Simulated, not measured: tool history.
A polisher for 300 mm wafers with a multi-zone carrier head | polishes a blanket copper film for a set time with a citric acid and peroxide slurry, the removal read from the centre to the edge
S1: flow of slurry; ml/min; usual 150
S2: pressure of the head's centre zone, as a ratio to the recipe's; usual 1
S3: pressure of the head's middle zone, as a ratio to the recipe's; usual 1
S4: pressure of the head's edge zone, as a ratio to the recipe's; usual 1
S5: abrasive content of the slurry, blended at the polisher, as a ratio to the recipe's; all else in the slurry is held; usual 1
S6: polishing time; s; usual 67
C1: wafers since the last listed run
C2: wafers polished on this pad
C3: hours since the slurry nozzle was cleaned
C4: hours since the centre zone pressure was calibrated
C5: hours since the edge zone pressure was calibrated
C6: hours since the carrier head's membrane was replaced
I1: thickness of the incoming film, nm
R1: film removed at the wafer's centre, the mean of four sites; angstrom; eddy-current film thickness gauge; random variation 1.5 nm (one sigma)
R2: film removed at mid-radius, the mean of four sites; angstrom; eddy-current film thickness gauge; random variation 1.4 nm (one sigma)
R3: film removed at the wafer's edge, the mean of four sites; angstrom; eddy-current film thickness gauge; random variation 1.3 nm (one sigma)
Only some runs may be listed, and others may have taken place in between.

run   hour   S1    S2    S3    S4    S5  S6    C1    C2     C3     C4     C5     C6      I1    R1    R2    R3
  1      0  150  0.93     1     1  0.85  81     0  2072  183.9  345.4  161.2  494.6  1149.1  1813  1931  1935
      32.6  -- worn pad replaced by a new one
      33.4  -- carrier head's membrane replaced by a new one
  2   59.6  105     1     1     1     1  67   550   263  243.5    405  220.8   26.2  1135.6  1609  1515  1597
      73.1  -- centre zone pressure recalibrated
  3   77.5  150     1  1.09     1     1  87   159   422  261.4    4.4  238.7   44.1  1134.6  2145  2268  2177
  4  103.6  150     1     1     1  0.85  54   262   685  287.5   30.5  264.8   70.2  1139.2  1293  1259  1295
  5  210.5  150     1     1  1.03  1.25  67  1074  1759  394.4  137.4  371.7  177.1  1126.5  1770  1721  1773
  6  235.2  150     1     1     1     1  67   248  2008  419.1  162.1  396.4  201.8  1133.7  1674  1629  1657
  7  250.7  150     1  1.08     1   0.8  67   155  2163  434.6  177.6  411.9  217.3  1131.2  1616  1634  1587
  8  282.6  110     1  0.96     1     1  67   320  2484  466.5  209.5  443.8  249.2  1120.1  1586  1482  1604
     311.3  -- worn pad replaced by a new one
  9  316.1  150     1     1  0.95     1  67   296    47    500    243  477.3  282.7  1125.7  1725  1621  1612
     321.6  -- edge zone pressure recalibrated
 10  345.5  150     1     1     1     1  55   275   323  529.4  272.4   23.9  312.1  1136.8  1402  1336  1361
 11  375.6  150     1     1     1     1  83   302   625  559.5  302.5     54  342.2  1134.4  2098  2052  2029
 12  393.3  150   0.9  1.04   0.9   1.2  67   177   803  577.2  320.2   71.7  359.9  1121.5  1593  1749  1659
 13  418.7  150     1     1     1     1  67   255  1059  602.6  345.6   97.1  385.3  1146.4  1718  1616  1653
 14  441.9  150  1.07     1  1.12     1  52   233  1292  625.8  368.8  120.3  408.5    1130  1430  1260  1368
 15  463.2  150  0.92  0.96     1     1  77   214  1506  647.1  390.1  141.6  429.8  1137.6  1801  1809  1949
 16  493.6  150     1     1     1     1  67   305  1811  677.5  420.5    172  460.2  1129.2  1725  1639  1691
 17  527.1  150     1  0.93   0.9   1.2  67   336  2148    711    454  205.5  493.7  1147.3  1823  1589  1667
 18  544.9  150     1     1     1     1  67   178  2327  728.8  471.8  223.3  511.5    1131  1732  1619  1675
     566.1  -- slurry nozzle cleaned
     569.7  -- centre zone pressure recalibrated
 19  579.9  150  1.09     1     1     1  52   321  2649   13.8   10.2  258.3  546.5    1147  1380  1261  1285
     598.1  -- worn pad replaced by a new one
 20  603.5  150  0.92  0.96     1     1  77   197    54   37.4   33.8  281.9  570.1  1139.4  1718  1826  1914
       643  -- carrier head's membrane replaced by a new one
 21  643.5  120  1.09     1     1  1.15  67   351   405   77.4   73.8  321.9    0.5    1129  1760  1643  1673

Predict each of these 4 candidate next runs independently; none follows another, all start after run 21:
  A  643.9  150   1     1     1  1.15  67   4  409  77.8  74.2  322.3  0.9  1147.7   ?   ?   ?
  B  643.9  150   1     1  1.09     1  49   4  409  77.8  74.2  322.3  0.9  1147.7   ?   ?   ?
  C  643.9  165   1     1  1.06   0.7  85   4  409  77.8  74.2  322.3  0.9  1147.7   ?   ?   ?
  D  643.9  150   1  1.09  1.09  0.85  49   4  409  77.8  74.2  322.3  0.9  1147.7   ?   ?   ?

run    R1    R2    R3
  A  1706  1700  1699
  B  1209  1204  1246
  C  1966  1956  1993
  D  1166  1244  1200
Stripped of hidden state, with their random variation kept, the same runs would have yielded:
run    R1    R2    R3
  A  1698  1700  1699
  B  1203  1204  1246
  C  1957  1956  1993
  D  1160  1244  1200
